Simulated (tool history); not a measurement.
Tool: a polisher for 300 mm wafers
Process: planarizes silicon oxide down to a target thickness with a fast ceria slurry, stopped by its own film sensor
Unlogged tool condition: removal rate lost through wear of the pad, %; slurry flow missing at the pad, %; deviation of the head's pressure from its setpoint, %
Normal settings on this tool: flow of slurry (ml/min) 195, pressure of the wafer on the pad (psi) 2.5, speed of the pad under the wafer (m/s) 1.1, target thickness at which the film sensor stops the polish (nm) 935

run	day	flow of slurry (ml/min)	pressure of the wafer on the pad (psi)	speed of the pad under the wafer (m/s)	target thickness at which the film sensor stops the polish (nm)	wafers since the last listed run	wafers polished on this pad	hours since the slurry nozzle was cleaned	hours since the head pressure was calibrated	incoming thickness of the incoming film, nm	time until the film sensor stopped the polish (s)
1	0	195	2.5	1.1	935	0	934	84.2	446.8	2590	98.8
# day 1.054: worn pad replaced by a new one
2	1.733	195	2.5	1.1	935	367	159	125.8	488.4	2576.6	100.1
3	2.275	195	2.5	1.4	935	127	286	138.8	501.4	2551	77.8
4	2.858	195	2.5	1.4	935	136	423	152.8	515.4	2573.3	78.1
5	3.35	195	2.5	1.4	935	115	538	164.6	527.2	2585.1	78.8
6	3.758	195	2.2	1.1	935	95	634	174.4	537	2585.6	110
7	4.467	195	2.5	1.1	935	166	800	191.4	554	2558.2	101.2
8	4.867	195	2.5	1.1	935	93	894	201	563.6	2555.3	100.6
9	5.242	195	2.5	1.1	935	88	982	210	572.6	2579.5	100.8
# day 5.871: slurry nozzle cleaned
10	5.967	195	2.5	1.1	628	160	1143	2.3	590	2584.9	126.1
11	6.412	195	2.5	1.1	757	104	1248	13	600.7	2597	118.9
# day 6.7: head pressure recalibrated
12	6.829	195	2.5	0.76	1337	78	1326	23	3.1	2580.7	114.6
# day 7.062: worn pad replaced by a new one
13	7.408	195	2.5	1.1	935	96	81	36.9	17	2581.4	108.1
14	7.879	145	2.2	1.1	935	110	191	48.2	28.3	2627	124.1
15	8.292	195	3	0.9	570	96	288	58.1	38.2	2569.7	140
# day 8.567: slurry nozzle cleaned, repeated, since the last time left the tool worse
16	9.008	195	1.9	1.32	935	158	446	10.6	55.4	2546.9	97.6
17	9.45	245	1.7	1.42	935	103	550	21.2	66	2558.2	93.8
18	9.846	195	2.5	1.1	935	92	643	30.7	75.5	2555.4	96.1
19	10.579	160	3.1	1.38	407	172	815	48.3	93.1	2575	93
20	11.062	195	1.8	1.1	935	113	929	59.9	104.7	2590.9	122.9
21	11.458	195	2.5	1.1	935	92	1022	69.4	114.2	2553.7	97.8
# day 12.004: worn pad replaced by a new one
22	12.104	130	2.5	1.1	935	112	23	84.9	129.7	2610.9	105.4

Here are 5 independent what-if runs from the current tool condition. What would each one return?
A	12.125	195	2.5	1.1	697	4	28	85.4	130.2	2595.3	?
B	12.125	260	2.5	0.86	1145	4	28	85.4	130.2	2595.3	?
C	12.125	195	2.5	1.22	1302	4	28	85.4	130.2	2595.3	?
D	12.125	195	3	1.1	1273	4	28	85.4	130.2	2595.3	?
E	12.125	220	2.5	1.1	935	4	28	85.4	130.2	2595.3	?

run	time until the film sensor stopped the polish (s)
A	113.9
B	107.9
C	70
D	70.1
E	98.2
Had the tool no hidden state, the same runs would have come out as:
run	time until the film sensor stopped the polish (s)
A	113.3
B	107.4
C	69.6
D	69.7
E	97.7
